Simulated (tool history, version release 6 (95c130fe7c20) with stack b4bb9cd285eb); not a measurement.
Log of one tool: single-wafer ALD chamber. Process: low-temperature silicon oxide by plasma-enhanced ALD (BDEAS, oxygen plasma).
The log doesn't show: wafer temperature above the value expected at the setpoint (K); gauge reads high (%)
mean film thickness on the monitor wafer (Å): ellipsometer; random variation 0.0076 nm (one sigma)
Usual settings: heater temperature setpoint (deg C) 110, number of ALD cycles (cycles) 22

run	hour	heater temperature setpoint (deg C)	number of ALD cycles (cycles)	wafers since the last listed run	hours since the last thermocouple change	hours since the gauge calibration	read-back reference wafer on the same gauge, thickness_nm	mean film thickness on the monitor wafer (Å)
1	0	116	22	0	602.2	127.7	3.177	30.14
2	27.9	110	22	243	630.1	155.6	3.183	30.53
3	78.9	110	23	445	681.1	206.6	3.181	31.87
4	100.9	110	22	192	703.1	228.6	3.179	30.39
5	115.4	110	22	126	717.6	243.1	3.18	30.5
6	136.4	110	22	183	738.6	264.1	3.182	30.49
7	169.3	110	22	287	771.5	297	3.18	30.38
8	190.7	110	22	186	792.9	318.4	3.179	30.45
9	218.2	110	22	240	820.4	345.9	3.181	30.51
10	241.3	110	22	201	843.5	369	3.18	30.53
11	265	110	22	206	867.2	392.7	3.176	30.6
12	285.9	110	19	182	888.1	413.6	3.179	26.32
13	318	110	19	280	920.2	445.7	3.178	26.4
14	335.9	110	19	156	938.1	463.6	3.183	26.34
15	350	110	22	123	952.2	477.7	3.179	30.52
16	384.8	110	22	303	987	512.5	3.181	30.52
17	409.4	110	22	214	1011.6	537.1	3.179	30.56
18	437.3	121	22	243	1039.5	565	3.177	30
19	464.9	110	20	240	1067.1	592.6	3.186	27.83
20	481.3	121	26	143	1083.5	609	3.181	35.48
21	509.6	121	25	247	1111.8	637.3	3.18	33.8
22	531.9	110	20	194	1134.1	659.6	3.182	27.82
23	552.3	98	18	178	1154.5	680	3.18	25.98
24	565	119	18	110	1167.2	692.7	3.181	24.6
25	581.7	110	22	145	1183.9	709.4	3.183	30.65
26	670.3	110	22	773	1272.5	798	3.18	30.55
# hour 694: gauge calibrated
27	705.6	119	19	308	1307.8	11.6	3.181	26
28	721.7	102	18	140	1323.9	27.7	3.18	25.73
# hour 742.8: thermocouple changed; heater temperature recalibrated
29	743.3	122	20	118	0.5	49.3	3.179	27.06
30	768	106	22	215	25.2	74	3.177	30.67
31	781.6	110	22	118	38.8	87.6	3.186	30.29
32	805.4	125	20	207	62.6	111.4	3.182	26.81
33	823.8	102	19	160	81	129.8	3.177	26.67
34	846	118	24	193	103.2	152	3.181	32.51
35	858.3	121	18	107	115.5	164.3	3.181	24.28
36	887	110	21	250	144.2	193	3.183	28.97
37	917.8	119	26	268	175	223.8	3.178	35.21
38	945.1	114	22	238	202.3	251.1	3.181	30.09

3 ways to go on from here, each from the tool as it stands after run 38. What would each give?
A	945.5	104	22	3	202.7	251.5	?	?
B	945.5	98	24	3	202.7	251.5	?	?
C	945.5	123	22	3	202.7	251.5	?	?

run	read-back reference wafer on the same gauge, thickness_nm	mean film thickness on the monitor wafer (Å)
A	3.181	30.83
B	3.181	34.19
C	3.181	29.66
Without the tool's hidden state the same runs would have given:
run	mean film thickness on the monitor wafer (Å)
A	30.87
B	34.28
C	29.7
